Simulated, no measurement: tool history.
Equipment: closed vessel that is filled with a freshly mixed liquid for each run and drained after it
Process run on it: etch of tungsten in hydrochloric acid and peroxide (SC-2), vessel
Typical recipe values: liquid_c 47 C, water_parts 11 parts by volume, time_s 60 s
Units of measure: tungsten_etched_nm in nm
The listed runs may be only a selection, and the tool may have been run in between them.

run    day  liquid_c  water_parts  time_s  wafers since the last listed run  hours since the thermometer was replaced  hours since the chemicals flow meter was replaced  hours since the drum of peroxide was connected  hours since the gauge calibration  read-back film thickness of the tungsten reference wafer, read on the same gauge (nm)  tungsten_etched_nm
  1      0        42           11      60                                 0                                    1008.9                                               2079                                           857.5                              253.8                                                                                 119.99               12.71
  2  0.371      49.5           11      60                              1140                                    1017.8                                             2087.9                                           866.4                              262.7                                                                                    120               21.28
  3   1.05        47           11      60                              2088                                    1034.1                                             2104.2                                           882.7                                279                                                                                 120.02               18.08
  4  1.796        47           11      60                              2293                                      1052                                             2122.1                                           900.6                              296.9                                                                                 119.99                  18
  5  2.225        47           11      60                              1319                                    1062.3                                             2132.4                                           910.9                              307.2                                                                                 119.99               17.89
  6  2.504        47           11      60                               858                                      1069                                             2139.1                                           917.6                              313.9                                                                                 120.02               18.15
  7  2.979        47           11      60                              1460                                    1080.4                                             2150.5                                             929                              325.3                                                                                 120.01               17.95
  8  4.017        47           11      60                              3190                                    1105.3                                             2175.4                                           953.9                              350.2                                                                                 119.98               18.07
     4.304  -- new drum of peroxide connected
  9  4.346        47           11      60                               884                                    1113.2                                             2183.3                                               1                              358.1                                                                                 120.01               17.94
 10  4.846        47           11      60                              1537                                    1125.2                                             2195.3                                              13                              370.1                                                                                    120               18.08
 11  5.575        47           11      60                              2242                                    1142.7                                             2212.8                                            30.5                              387.6                                                                                 119.99               18.16
 12  5.954        47           11      60                              1165                                    1151.8                                             2221.9                                            39.6                              396.7                                                                                    120               18.11
     6.117  -- chemicals flow meter replaced
 13  6.225      55.5            9      60                               704                                    1158.3                                                2.6                                            46.1                              403.2                                                                                 119.98               37.14
     6.279  -- gauge calibrated
 14   6.95        47           11      60                              2229                                    1175.7                                                 20                                            63.5                               16.1                                                                                    120               18.05
 15  7.575        47         16.5      60                              1921                                    1190.7                                                 35                                            78.5                               31.1                                                                                 119.98               12.79
 16  7.962        47          6.5      30                              1191                                      1200                                               44.3                                            87.8                               40.4                                                                                 120.02               13.76
 17  8.658      40.5          5.5      60                              2139                                    1216.7                                                 61                                           104.5                               57.1                                                                                 120.01               19.85
 18  9.333        47           11      60                              2075                                    1232.9                                               77.2                                           120.7                               73.3                                                                                    120               17.89

Forecast run 19:
 19  9.771        44           11      85                              1345                                    1243.4                                               87.7                                           131.2                               83.8                                                                                      ?                   ?

read-back film thickness of the tungsten reference wafer, read on the same gauge (nm): 120.02
tungsten_etched_nm: 20.54 nm
On a tool with no hidden condition, and with the same random variation, this run would have come out at tungsten_etched_nm 20.54 nm.
